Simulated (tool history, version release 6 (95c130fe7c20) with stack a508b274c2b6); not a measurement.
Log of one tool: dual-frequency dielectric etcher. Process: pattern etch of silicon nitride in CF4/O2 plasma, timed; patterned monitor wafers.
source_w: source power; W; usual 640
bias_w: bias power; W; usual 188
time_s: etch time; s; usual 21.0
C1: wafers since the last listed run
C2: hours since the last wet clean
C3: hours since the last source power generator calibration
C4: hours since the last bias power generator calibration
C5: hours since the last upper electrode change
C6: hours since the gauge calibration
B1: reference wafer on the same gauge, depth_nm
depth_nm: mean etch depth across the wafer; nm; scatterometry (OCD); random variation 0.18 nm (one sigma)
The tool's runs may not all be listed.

run 1 hour=0.0 | source_w=640 bias_w=188 time_s=18.0 | C1=0 C2=447.8 C3=174.9 C4=2645.2 C5=2480.6 C6=2161.6 | B1=48.5 | depth_nm=45.0
run 2 hour=104.5 | source_w=640 bias_w=188 time_s=18.0 | C1=1006 C2=552.3 C3=279.4 C4=2749.7 C5=2585.1 C6=2266.1 | B1=48.5 | depth_nm=45.3
run 3 hour=193.7 | source_w=640 bias_w=188 time_s=18.0 | C1=859 C2=641.5 C3=368.6 C4=2838.9 C5=2674.3 C6=2355.3 | B1=48.4 | depth_nm=45.0
-- hour=250.9 wet clean of the chamber
run 4 hour=251.4 | source_w=750 bias_w=188 time_s=21.0 | C1=324 C2=0.5 C3=426.3 C4=2896.6 C5=2732.0 C6=2413.0 | B1=48.4 | depth_nm=60.4
run 5 hour=332.7 | source_w=750 bias_w=188 time_s=21.0 | C1=783 C2=81.8 C3=507.6 C4=2977.9 C5=2813.3 C6=2494.3 | B1=48.3 | depth_nm=60.1
run 6 hour=419.8 | source_w=750 bias_w=188 time_s=21.0 | C1=838 C2=168.9 C3=594.7 C4=3065.0 C5=2900.4 C6=2581.4 | B1=48.3 | depth_nm=59.5
run 7 hour=526.6 | source_w=640 bias_w=188 time_s=24.0 | C1=1028 C2=275.7 C3=701.5 C4=3171.8 C5=3007.2 C6=2688.2 | B1=48.3 | depth_nm=59.5
-- hour=543.3 bias power generator calibrated
run 8 hour=585.7 | source_w=640 bias_w=188 time_s=24.0 | C1=530 C2=334.8 C3=760.6 C4=42.4 C5=3066.3 C6=2747.3 | B1=48.3 | depth_nm=59.8
run 9 hour=641.0 | source_w=640 bias_w=188 time_s=21.0 | C1=532 C2=390.1 C3=815.9 C4=97.7 C5=3121.6 C6=2802.6 | B1=48.2 | depth_nm=52.4
run 10 hour=715.2 | source_w=640 bias_w=188 time_s=21.0 | C1=714 C2=464.3 C3=890.1 C4=171.9 C5=3195.8 C6=2876.8 | B1=48.2 | depth_nm=52.3
run 11 hour=761.7 | source_w=640 bias_w=188 time_s=21.0 | C1=447 C2=510.8 C3=936.6 C4=218.4 C5=3242.3 C6=2923.3 | B1=48.2 | depth_nm=52.6
-- hour=791.4 wet clean of the chamber
run 12 hour=824.2 | source_w=640 bias_w=188 time_s=21.0 | C1=370 C2=32.8 C3=999.1 C4=280.9 C5=3304.8 C6=2985.8 | B1=48.1 | depth_nm=52.6
run 13 hour=867.3 | source_w=600 bias_w=188 time_s=16.0 | C1=415 C2=75.9 C3=1042.2 C4=324.0 C5=3347.9 C6=3028.9 | B1=48.1 | depth_nm=37.8
run 14 hour=962.5 | source_w=540 bias_w=219 time_s=17.0 | C1=917 C2=171.1 C3=1137.4 C4=419.2 C5=3443.1 C6=3124.1 | B1=48.1 | depth_nm=39.7
run 15 hour=998.6 | source_w=640 bias_w=223 time_s=17.0 | C1=347 C2=207.2 C3=1173.5 C4=455.3 C5=3479.2 C6=3160.2 | B1=48.1 | depth_nm=45.8
run 16 hour=1088.4 | source_w=640 bias_w=206 time_s=25.5 | C1=865 C2=297.0 C3=1263.3 C4=545.1 C5=3569.0 C6=3250.0 | B1=48.0 | depth_nm=66.1
run 17 hour=1158.1 | source_w=540 bias_w=209 time_s=26.0 | C1=671 C2=366.7 C3=1333.0 C4=614.8 C5=3638.7 C6=3319.7 | B1=48.0 | depth_nm=59.2
run 18 hour=1246.9 | source_w=640 bias_w=145 time_s=26.5 | C1=855 C2=455.5 C3=1421.8 C4=703.6 C5=3727.5 C6=3408.5 | B1=47.9 | depth_nm=58.1
-- hour=1314.3 source power generator calibrated
run 19 hour=1322.1 | source_w=700 bias_w=234 time_s=25.5 | C1=685 C2=530.7 C3=7.8 C4=778.8 C5=3802.7 C6=3483.7 | B1=47.9 | depth_nm=75.9
-- hour=1403.6 wet clean of the chamber
-- hour=1416.4 gauge calibrated
-- hour=1491.5 upper electrode replaced
run 20 hour=1554.5 | source_w=640 bias_w=188 time_s=21.0 | C1=1776 C2=150.9 C3=240.2 C4=1011.2 C5=63.0 C6=138.1 | B1=49.4 | depth_nm=53.6
run 21 hour=1608.1 | source_w=740 bias_w=188 time_s=21.0 | C1=516 C2=204.5 C3=293.8 C4=1064.8 C5=116.6 C6=191.7 | B1=49.4 | depth_nm=60.5
run 22 hour=1709.2 | source_w=800 bias_w=156 time_s=15.0 | C1=973 C2=305.6 C3=394.9 C4=1165.9 C5=217.7 C6=292.8 | B1=49.3 | depth_nm=42.3
run 23 hour=1781.9 | source_w=640 bias_w=188 time_s=19.0 | C1=700 C2=378.3 C3=467.6 C4=1238.6 C5=290.4 C6=365.5 | B1=49.3 | depth_nm=48.3
run 24 hour=1872.1 | source_w=640 bias_w=188 time_s=17.0 | C1=868 C2=468.5 C3=557.8 C4=1328.8 C5=380.6 C6=455.7 | B1=49.2 | depth_nm=42.9
-- hour=1951.6 wet clean of the chamber
run 25 hour=1967.7 | source_w=640 bias_w=188 time_s=18.5 | C1=689 C2=16.1 C3=653.4 C4=1424.4 C5=476.2 C6=551.3 | B1=49.2 | depth_nm=46.9
run 26 hour=2006.9 | source_w=500 bias_w=188 time_s=21.0 | C1=377 C2=55.3 C3=692.6 C4=1463.6 C5=515.4 C6=590.5 | B1=49.2 | depth_nm=43.6
run 27 hour=2110.0 | source_w=640 bias_w=188 time_s=21.0 | C1=993 C2=158.4 C3=795.7 C4=1566.7 C5=618.5 C6=693.6 | B1=49.1 | depth_nm=53.6
run 28 hour=2202.9 | source_w=640 bias_w=188 time_s=21.0 | C1=894 C2=251.3 C3=888.6 C4=1659.6 C5=711.4 C6=786.5 | B1=49.1 | depth_nm=53.2
run 29 hour=2299.3 | source_w=640 bias_w=146 time_s=21.0 | C1=928 C2=347.7 C3=985.0 C4=1756.0 C5=807.8 C6=882.9 | B1=49.1 | depth_nm=46.8
run 30 hour=2379.4 | source_w=570 bias_w=188 time_s=22.5 | C1=771 C2=427.8 C3=1065.1 C4=1836.1 C5=887.9 C6=963.0 | B1=49.0 | depth_nm=51.8
run 31 hour=2451.7 | source_w=640 bias_w=188 time_s=21.0 | C1=696 C2=500.1 C3=1137.4 C4=1908.4 C5=960.2 C6=1035.3 | B1=49.0 | depth_nm=53.4

Measured less the same run without the tool's hidden state. The same run-to-run variation is in both; the gauge's scatter may not be:
The hidden state here: etch rate over this chamber's usual, %; source power that arrives over what is set, %; bias power that arrives over what is set, %; gauge reads high (%).
run=1 depth_nm=-0.9
run=2 depth_nm=-1.0
run=3 depth_nm=-1.0
run=4 depth_nm=-1.3
run=5 depth_nm=-1.4
run=6 depth_nm=-1.5
run=7 depth_nm=-1.5
run=8 depth_nm=-1.5
run=9 depth_nm=-1.4
run=10 depth_nm=-1.4
run=11 depth_nm=-1.4
run=12 depth_nm=-1.5
run=13 depth_nm=-1.1
run=14 depth_nm=-1.1
run=15 depth_nm=-1.4
run=16 depth_nm=-2.0
run=17 depth_nm=-1.9
run=18 depth_nm=-1.8
run=19 depth_nm=-2.5
run=20 depth_nm=-0.1
run=21 depth_nm=-0.2
run=22 depth_nm=-0.1
run=23 depth_nm=-0.2
run=24 depth_nm=-0.2
run=25 depth_nm=-0.3
run=26 depth_nm=-0.3
run=27 depth_nm=-0.4
run=28 depth_nm=-0.4
run=29 depth_nm=-0.5
run=30 depth_nm=-0.5
run=31 depth_nm=-0.6
